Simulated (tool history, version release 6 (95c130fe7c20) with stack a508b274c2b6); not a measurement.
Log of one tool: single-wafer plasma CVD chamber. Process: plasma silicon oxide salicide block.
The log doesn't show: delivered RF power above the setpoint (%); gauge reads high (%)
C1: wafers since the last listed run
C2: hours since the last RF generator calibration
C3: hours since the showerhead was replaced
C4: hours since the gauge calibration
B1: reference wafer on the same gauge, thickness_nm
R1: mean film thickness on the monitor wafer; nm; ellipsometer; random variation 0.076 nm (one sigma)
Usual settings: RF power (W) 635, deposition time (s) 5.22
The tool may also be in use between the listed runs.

{"run": 1, "hour": 0.0, "RF power (W)": 635, "deposition time (s)": 5.22, "C1": 0, "C2": 1838.2, "C3": 6210.1, "C4": 288, "B1": 49.102, "R1": 49.475}
{"run": 2, "hour": 29.2, "RF power (W)": 685, "deposition time (s)": 5.22, "C1": 1190, "C2": 1867.4, "C3": 6239.3, "C4": 317.2, "B1": 49.094, "R1": 50.562}
{"run": 3, "hour": 53.3, "RF power (W)": 685, "deposition time (s)": 5.22, "C1": 982, "C2": 1891.5, "C3": 6263.4, "C4": 341.3, "B1": 49.108, "R1": 50.549}
{"run": 4, "hour": 87.2, "RF power (W)": 635, "deposition time (s)": 4.89, "C1": 1381, "C2": 1925.4, "C3": 6297.3, "C4": 375.2, "B1": 49.089, "R1": 46.302}
{"run": 5, "hour": 103.6, "RF power (W)": 635, "deposition time (s)": 5.89, "C1": 668, "C2": 1941.8, "C3": 6313.7, "C4": 391.6, "B1": 49.114, "R1": 55.474}
{"run": 6, "hour": 118.5, "RF power (W)": 635, "deposition time (s)": 5.89, "C1": 607, "C2": 1956.7, "C3": 6328.6, "C4": 406.5, "B1": 49.092, "R1": 55.42}
{"run": 7, "hour": 140.2, "RF power (W)": 635, "deposition time (s)": 5.22, "C1": 884, "C2": 1978.4, "C3": 6350.3, "C4": 428.2, "B1": 49.073, "R1": 49.171}
{"run": 8, "hour": 173.2, "RF power (W)": 635, "deposition time (s)": 5.22, "C1": 1344, "C2": 2011.4, "C3": 6383.3, "C4": 461.2, "B1": 49.095, "R1": 49.367}
{"run": 9, "hour": 189.1, "RF power (W)": 635, "deposition time (s)": 5.22, "C1": 648, "C2": 2027.3, "C3": 6399.2, "C4": 477.1, "B1": 49.095, "R1": 49.15}
{"run": 10, "hour": 208.8, "RF power (W)": 730, "deposition time (s)": 5.22, "C1": 802, "C2": 2047, "C3": 6418.9, "C4": 496.8, "B1": 49.101, "R1": 51.43}
{"run": 11, "hour": 235.7, "RF power (W)": 635, "deposition time (s)": 5.22, "C1": 1096, "C2": 2073.9, "C3": 6445.8, "C4": 523.7, "B1": 49.11, "R1": 49.053}
{"hour": 238.7, "done": "gauge calibrated"}
{"run": 12, "hour": 254.4, "RF power (W)": 750, "deposition time (s)": 4.82, "C1": 762, "C2": 2092.6, "C3": 6464.5, "C4": 15.7, "B1": 49.096, "R1": 47.681}
{"run": 13, "hour": 281.8, "RF power (W)": 740, "deposition time (s)": 4.89, "C1": 1116, "C2": 2120, "C3": 6491.9, "C4": 43.1, "B1": 49.093, "R1": 48.131}
{"run": 14, "hour": 311.1, "RF power (W)": 710, "deposition time (s)": 4.48, "C1": 1194, "C2": 2149.3, "C3": 6521.2, "C4": 72.4, "B1": 49.088, "R1": 43.498}
{"run": 15, "hour": 338.3, "RF power (W)": 705, "deposition time (s)": 4.88, "C1": 1108, "C2": 2176.5, "C3": 6548.4, "C4": 99.6, "B1": 49.105, "R1": 47.412}

Run 16 comes next. What will it give?
{"hour": 358.1, "done": "showerhead replaced"}
{"hour": 360.1, "done": "RF generator calibrated"}
{"run": 16, "hour": 360.6, "RF power (W)": 635, "deposition time (s)": 5.22, "C1": 503, "C2": 0.5, "C3": 2.5, "C4": 121.9, "B1": "?", "R1": "?"}

{"run 16": {"B1": 49.103, "R1": 50.683}}
Without the tool's hidden state the same run would have given R1 50.703 nm.

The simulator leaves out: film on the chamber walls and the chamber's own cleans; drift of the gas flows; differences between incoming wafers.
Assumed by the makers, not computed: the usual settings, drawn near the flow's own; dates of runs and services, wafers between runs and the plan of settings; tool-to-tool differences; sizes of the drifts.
